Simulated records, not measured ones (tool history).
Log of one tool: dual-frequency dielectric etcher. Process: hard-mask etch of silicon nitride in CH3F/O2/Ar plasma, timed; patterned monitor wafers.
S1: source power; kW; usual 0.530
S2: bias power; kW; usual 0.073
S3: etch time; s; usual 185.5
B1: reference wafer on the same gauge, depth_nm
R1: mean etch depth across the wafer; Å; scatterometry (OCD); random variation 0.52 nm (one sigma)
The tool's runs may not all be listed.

run,hour,S1,S2,S3,B1,R1
1,0.0,0.530,0.073,185.5,132.1,1336
2,44.7,0.530,0.073,226.0,131.9,1627
3,86.0,0.530,0.073,226.0,132.0,1633
4,123.6,0.460,0.073,185.5,131.9,1282
5,200.0,0.530,0.073,185.5,131.8,1326
6,260.3,0.530,0.073,185.5,132.0,1323
# hour 324.8: wet clean of the chamber
# hour 342.5: upper electrode replaced, of another model than before
7,343.0,0.530,0.073,199.0,132.0,1452
8,383.3,0.500,0.073,166.5,132.1,1198
9,444.1,0.530,0.084,185.5,132.0,1387
10,500.4,0.530,0.055,185.5,131.8,1286
# hour 561.8: bias power generator calibrated
11,580.8,0.530,0.073,216.0,131.9,1561
12,623.3,0.530,0.080,221.5,131.7,1614
13,675.7,0.530,0.073,167.5,132.1,1206
# hour 752.0: source power generator calibrated
14,780.6,0.400,0.064,185.5,131.8,1235
15,828.3,0.530,0.061,185.5,131.9,1296
# hour 931.8: wet clean of the chamber
16,932.3,0.410,0.073,209.5,131.7,1463
17,971.4,0.580,0.073,163.5,131.9,1226
18,1055.0,0.580,0.083,185.5,132.0,1390
19,1119.0,0.530,0.073,185.5,131.8,1345
# hour 1119.5: gauge calibrated
20,1176.9,0.630,0.059,185.5,131.8,1336
21,1257.4,0.590,0.055,142.5,132.1,1004
22,1349.3,0.530,0.061,210.5,132.1,1465
23,1410.1,0.440,0.091,240.5,132.0,1712
# hour 1499.6: wet clean of the chamber
24,1516.9,0.530,0.073,185.5,132.1,1342
25,1572.7,0.570,0.088,185.5,131.9,1405
26,1679.2,0.530,0.073,185.5,132.0,1343
27,1775.2,0.530,0.073,185.5,132.0,1334
28,1824.0,0.630,0.073,185.5,132.1,1378

Forecast each of these 5 alternatives for the next run:
A,1824.5,0.530,0.057,185.5,?,?
B,1824.5,0.650,0.073,185.5,?,?
C,1824.5,0.610,0.073,185.5,?,?
D,1824.5,0.480,0.056,232.0,?,?
E,1824.5,0.600,0.088,209.5,?,?

run,B1,R1
A,132.0,1292
B,132.0,1395
C,132.0,1376
D,132.0,1582
E,132.0,1596
Without the tool's hidden state the same runs would have given:
run,R1
A,1314
B,1419
C,1400
D,1609
E,1623

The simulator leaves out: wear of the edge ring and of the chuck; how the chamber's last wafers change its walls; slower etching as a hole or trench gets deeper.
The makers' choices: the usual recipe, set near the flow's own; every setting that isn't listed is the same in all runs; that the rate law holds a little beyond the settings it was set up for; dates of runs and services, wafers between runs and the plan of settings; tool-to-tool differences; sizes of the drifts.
